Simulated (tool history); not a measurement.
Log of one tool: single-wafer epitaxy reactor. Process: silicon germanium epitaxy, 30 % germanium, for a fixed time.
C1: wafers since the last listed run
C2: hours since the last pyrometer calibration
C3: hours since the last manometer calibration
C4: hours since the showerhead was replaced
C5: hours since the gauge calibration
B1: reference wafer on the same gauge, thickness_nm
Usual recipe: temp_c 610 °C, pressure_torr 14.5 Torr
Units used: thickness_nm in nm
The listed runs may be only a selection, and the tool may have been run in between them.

run 1 hour=0.0 | temp_c=610 pressure_torr=14.5 | C1=0 C2=2062.5 C3=1477.7 C4=4152.0 C5=263.8 | B1=54.298 | thickness_nm=61.758
run 2 hour=26.7 | temp_c=610 pressure_torr=16.1 | C1=551 C2=2089.2 C3=1504.4 C4=4178.7 C5=290.5 | B1=54.236 | thickness_nm=64.219
run 3 hour=39.8 | temp_c=610 pressure_torr=16.1 | C1=270 C2=2102.3 C3=1517.5 C4=4191.8 C5=303.6 | B1=54.328 | thickness_nm=64.193
run 4 hour=70.5 | temp_c=610 pressure_torr=16.1 | C1=633 C2=2133.0 C3=1548.2 C4=4222.5 C5=334.3 | B1=54.397 | thickness_nm=64.443
run 5 hour=86.1 | temp_c=604 pressure_torr=14.5 | C1=322 C2=2148.6 C3=1563.8 C4=4238.1 C5=349.9 | B1=54.287 | thickness_nm=54.936
run 6 hour=115.3 | temp_c=604 pressure_torr=14.5 | C1=603 C2=2177.8 C3=1593.0 C4=4267.3 C5=379.1 | B1=54.266 | thickness_nm=54.928
run 7 hour=134.0 | temp_c=610 pressure_torr=13.5 | C1=386 C2=2196.5 C3=1611.7 C4=4286.0 C5=397.8 | B1=54.251 | thickness_nm=60.236
run 8 hour=151.2 | temp_c=610 pressure_torr=13.5 | C1=355 C2=2213.7 C3=1628.9 C4=4303.2 C5=415.0 | B1=54.353 | thickness_nm=60.385
run 9 hour=258.2 | temp_c=610 pressure_torr=13.5 | C1=2209 C2=2320.7 C3=1735.9 C4=4410.2 C5=522.0 | B1=54.329 | thickness_nm=60.333
run 10 hour=274.7 | temp_c=610 pressure_torr=13.2 | C1=340 C2=2337.2 C3=1752.4 C4=4426.7 C5=538.5 | B1=54.316 | thickness_nm=59.868
-- hour=302.6 capacitance manometer re-zeroed and calibrated
run 11 hour=303.1 | temp_c=610 pressure_torr=13.2 | C1=421 C2=2365.6 C3=0.5 C4=4455.1 C5=566.9 | B1=54.352 | thickness_nm=61.405
-- hour=317.0 pyrometer calibrated
run 12 hour=337.6 | temp_c=610 pressure_torr=13.2 | C1=547 C2=20.6 C3=35.0 C4=4489.6 C5=601.4 | B1=54.296 | thickness_nm=61.514
run 13 hour=366.8 | temp_c=599 pressure_torr=12.6 | C1=603 C2=49.8 C3=64.2 C4=4518.8 C5=630.6 | B1=54.315 | thickness_nm=48.229
-- hour=387.3 showerhead replaced
run 14 hour=402.0 | temp_c=604 pressure_torr=16.3 | C1=561 C2=85.0 C3=99.4 C4=14.7 C5=665.8 | B1=54.364 | thickness_nm=58.662
run 15 hour=414.1 | temp_c=617 pressure_torr=16.2 | C1=249 C2=97.1 C3=111.5 C4=26.8 C5=677.9 | B1=54.270 | thickness_nm=75.921
run 16 hour=430.1 | temp_c=615 pressure_torr=14.5 | C1=330 C2=113.1 C3=127.5 C4=42.8 C5=693.9 | B1=54.331 | thickness_nm=70.525
run 17 hour=452.4 | temp_c=610 pressure_torr=14.5 | C1=460 C2=135.4 C3=149.8 C4=65.1 C5=716.2 | B1=54.240 | thickness_nm=63.574
-- hour=469.8 gauge calibrated
run 18 hour=471.4 | temp_c=610 pressure_torr=14.5 | C1=392 C2=154.4 C3=168.8 C4=84.1 C5=1.6 | B1=54.308 | thickness_nm=63.157
run 19 hour=492.7 | temp_c=610 pressure_torr=14.5 | C1=439 C2=175.7 C3=190.1 C4=105.4 C5=22.9 | B1=54.284 | thickness_nm=63.231
run 20 hour=512.6 | temp_c=602 pressure_torr=12.9 | C1=410 C2=195.6 C3=210.0 C4=125.3 C5=42.8 | B1=54.313 | thickness_nm=51.067
run 21 hour=545.8 | temp_c=610 pressure_torr=11.2 | C1=685 C2=228.8 C3=243.2 C4=158.5 C5=76.0 | B1=54.313 | thickness_nm=57.306
run 22 hour=573.9 | temp_c=610 pressure_torr=16.9 | C1=580 C2=256.9 C3=271.3 C4=186.6 C5=104.1 | B1=54.290 | thickness_nm=66.480
run 23 hour=595.6 | temp_c=598 pressure_torr=17.2 | C1=448 C2=278.6 C3=293.0 C4=208.3 C5=125.8 | B1=54.274 | thickness_nm=51.957
run 24 hour=630.8 | temp_c=616 pressure_torr=12.1 | C1=726 C2=313.8 C3=328.2 C4=243.5 C5=161.0 | B1=54.264 | thickness_nm=65.998
run 25 hour=666.6 | temp_c=621 pressure_torr=14.5 | C1=739 C2=349.6 C3=364.0 C4=279.3 C5=196.8 | B1=54.258 | thickness_nm=78.502
run 26 hour=684.2 | temp_c=610 pressure_torr=14.5 | C1=363 C2=367.2 C3=381.6 C4=296.9 C5=214.4 | B1=54.239 | thickness_nm=62.068
run 27 hour=702.4 | temp_c=597 pressure_torr=16.3 | C1=375 C2=385.4 C3=399.8 C4=315.1 C5=232.6 | B1=54.264 | thickness_nm=50.092
run 28 hour=715.2 | temp_c=618 pressure_torr=11.1 | C1=264 C2=398.2 C3=412.6 C4=327.9 C5=245.4 | B1=54.340 | thickness_nm=67.420
run 29 hour=744.0 | temp_c=621 pressure_torr=11.6 | C1=594 C2=427.0 C3=441.4 C4=356.7 C5=274.2 | B1=54.308 | thickness_nm=71.807
run 30 hour=803.8 | temp_c=605 pressure_torr=17.5 | C1=1234 C2=486.8 C3=501.2 C4=416.5 C5=334.0 | B1=54.317 | thickness_nm=60.522
run 31 hour=839.8 | temp_c=600 pressure_torr=17.7 | C1=743 C2=522.8 C3=537.2 C4=452.5 C5=370.0 | B1=54.211 | thickness_nm=54.704
run 32 hour=869.7 | temp_c=625 pressure_torr=12.9 | C1=617 C2=552.7 C3=567.1 C4=482.4 C5=399.9 | B1=54.259 | thickness_nm=80.409
run 33 hour=899.6 | temp_c=621 pressure_torr=13.3 | C1=617 C2=582.6 C3=597.0 C4=512.3 C5=429.8 | B1=54.326 | thickness_nm=75.687
run 34 hour=932.3 | temp_c=598 pressure_torr=12.1 | C1=675 C2=615.3 C3=629.7 C4=545.0 C5=462.5 | B1=54.299 | thickness_nm=45.201
run 35 hour=957.4 | temp_c=605 pressure_torr=11.6 | C1=518 C2=640.4 C3=654.8 C4=570.1 C5=487.6 | B1=54.295 | thickness_nm=52.188

Alternative continuations, all from the tool just after run 35; predict every row:
run A hour=957.8 | temp_c=610 pressure_torr=13.1 | C1=8 C2=640.8 C3=655.2 C4=570.5 C5=488.0 | B1=? | thickness_nm=?
run B hour=957.8 | temp_c=602 pressure_torr=12.1 | C1=8 C2=640.8 C3=655.2 C4=570.5 C5=488.0 | B1=? | thickness_nm=?
run C hour=957.8 | temp_c=610 pressure_torr=11.4 | C1=8 C2=640.8 C3=655.2 C4=570.5 C5=488.0 | B1=? | thickness_nm=?
run D hour=957.8 | temp_c=621 pressure_torr=11.8 | C1=8 C2=640.8 C3=655.2 C4=570.5 C5=488.0 | B1=? | thickness_nm=?

run=A B1=54.286 thickness_nm=59.930
run=B B1=54.286 thickness_nm=49.402
run=C B1=54.286 thickness_nm=57.006
run=D B1=54.286 thickness_nm=71.972
What these runs would have given with no unlogged condition in the tool:
run=A thickness_nm=61.051
run=B thickness_nm=50.325
run=C thickness_nm=58.072
run=D thickness_nm=73.317

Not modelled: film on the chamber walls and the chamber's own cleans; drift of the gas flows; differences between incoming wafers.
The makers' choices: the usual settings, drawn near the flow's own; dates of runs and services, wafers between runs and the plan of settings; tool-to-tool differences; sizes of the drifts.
